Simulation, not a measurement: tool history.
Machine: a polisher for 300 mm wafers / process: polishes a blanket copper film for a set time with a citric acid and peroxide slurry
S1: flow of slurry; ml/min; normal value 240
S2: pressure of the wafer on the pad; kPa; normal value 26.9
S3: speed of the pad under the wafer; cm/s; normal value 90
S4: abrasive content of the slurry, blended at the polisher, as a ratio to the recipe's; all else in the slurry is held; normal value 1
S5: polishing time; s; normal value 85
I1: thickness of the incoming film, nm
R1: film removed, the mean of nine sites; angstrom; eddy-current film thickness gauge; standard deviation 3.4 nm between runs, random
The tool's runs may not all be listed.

Run 1, day 0: usual settings; I1 1138.2. Result: R1 2429 angstrom.
At day 1.692: slurry blender recalibrated.
Run 2, day 2.175: usual settings; I1 1170.6. Result: R1 2371 angstrom.
Run 3, day 2.729: usual settings; I1 1139.1. Result: R1 2448 angstrom.
At day 3: worn pad replaced by a new one.
Run 4, day 3.217: usual settings; I1 1165.2. Result: R1 2404 angstrom.
Run 5, day 3.862: usual settings; I1 1152.7. Result: R1 2388 angstrom.
Run 6, day 4.117: usual settings but S3 66 cm/s; I1 1154.7. Result: R1 1785 angstrom.
Run 7, day 4.733: usual settings but S3 66 cm/s; I1 1133.8. Result: R1 1838 angstrom.
At day 5.004: head pressure recalibrated.
Run 8, day 5.233: usual settings but S3 66 cm/s; I1 1130.8. Result: R1 1837 angstrom.
Run 9, day 5.654: usual settings; I1 1161.4. Result: R1 2316 angstrom.
At day 5.921: slurry nozzle cleaned.
Run 10, day 5.95: usual settings but S1 290 ml/min, S2 29.6 kPa, S3 78 cm/s, S4 0.7; I1 1145.8. Result: R1 2363 angstrom.
At day 6.2: slurry blender recalibrated.
Run 11, day 6.608: usual settings but S3 102 cm/s; I1 1138.1. Result: R1 2814 angstrom.
Run 12, day 6.971: usual settings; I1 1139.5. Result: R1 2508 angstrom.
At day 7.621: worn pad replaced by a new one.
Run 13, day 9.008: usual settings; I1 1147.9. Result: R1 2407 angstrom.
Run 14, day 9.421: usual settings but S5 102 s; I1 1156.7. Result: R1 2975 angstrom.
Run 15, day 9.883: usual settings but S1 195 ml/min; I1 1136.2. Result: R1 2358 angstrom.
Run 16, day 10.471: usual settings but S1 270 ml/min, S2 17.9 kPa, S3 98 cm/s, S5 108 s; I1 1148.8. Result: R1 2329 angstrom.
Run 17, day 10.933: usual settings but S1 220 ml/min, S3 66 cm/s; I1 1153. Result: R1 1851 angstrom.
At day 11.233: slurry blender recalibrated.
Run 18, day 11.254: usual settings but S2 21.4 kPa, S3 120 cm/s, S5 75 s; I1 1126.7. Result: R1 2226 angstrom.
Run 19, day 11.596: usual settings but S1 290 ml/min, S3 78 cm/s; I1 1135.3. Result: R1 2248 angstrom.
Run 20, day 12.338: usual settings but S2 31 kPa, S3 116 cm/s, S4 0.85, S5 114 s; I1 1143.3. Result: R1 4534 angstrom.
Run 21, day 12.921: usual settings but S2 24.1 kPa, S4 1.25, S5 102 s; I1 1175. Result: R1 2677 angstrom.
At day 13.167: worn pad replaced by a new one.
Run 22, day 13.633: usual settings but S2 31.7 kPa, S3 114 cm/s; I1 1135.6. Result: R1 3433 angstrom.
Run 23, day 14.171: usual settings but S1 205 ml/min, S4 1.2, S5 58 s; I1 1150.5. Result: R1 1627 angstrom.
Run 24, day 14.796: usual settings but S1 180 ml/min, S5 96 s; I1 1140.8. Result: R1 2483 angstrom.
At day 15.712: slurry nozzle cleaned.
At day 16.758: slurry blender recalibrated.
Run 25, day 16.904: usual settings but S2 35.2 kPa, S4 0.8; I1 1158.4. Result: R1 3078 angstrom.
Run 26, day 17.567: usual settings but S3 58 cm/s, S4 1.15; I1 1149.9. Result: R1 1787 angstrom.
At day 18.058: worn pad replaced by a new one.
Run 27, day 18.079: usual settings; I1 1163.4. Result: R1 2535 angstrom.
Run 28, day 18.383: usual settings; I1 1138.4. Result: R1 2471 angstrom.
Run 29, day 18.896: usual settings but S1 165 ml/min, S2 19.3 kPa, S4 1.1; I1 1150.6. Result: R1 1706 angstrom.
Run 30, day 19.604: usual settings but S1 310 ml/min, S4 1.15, S5 113 s; I1 1139.1. Result: R1 3470 angstrom.

4 ways to go on from here, each from the tool as it stands after run 30. What would each give?
Run A, day 19.621: usual settings; I1 1145.3. Result: R1 ?.
Run B, day 19.621: usual settings but S4 0.75; I1 1145.3. Result: R1 ?.
Run C, day 19.621: usual settings but S4 1.2, S5 69 s; I1 1145.3. Result: R1 ?.
Run D, day 19.621: usual settings but S1 320 ml/min; I1 1145.3. Result: R1 ?.

run    R1
  A  2425
  B  2305
  C  2037
  D  2507
With no hidden state in the tool, these same runs would have given:
run    R1
  A  2478
  B  2355
  C  2081
  D  2549
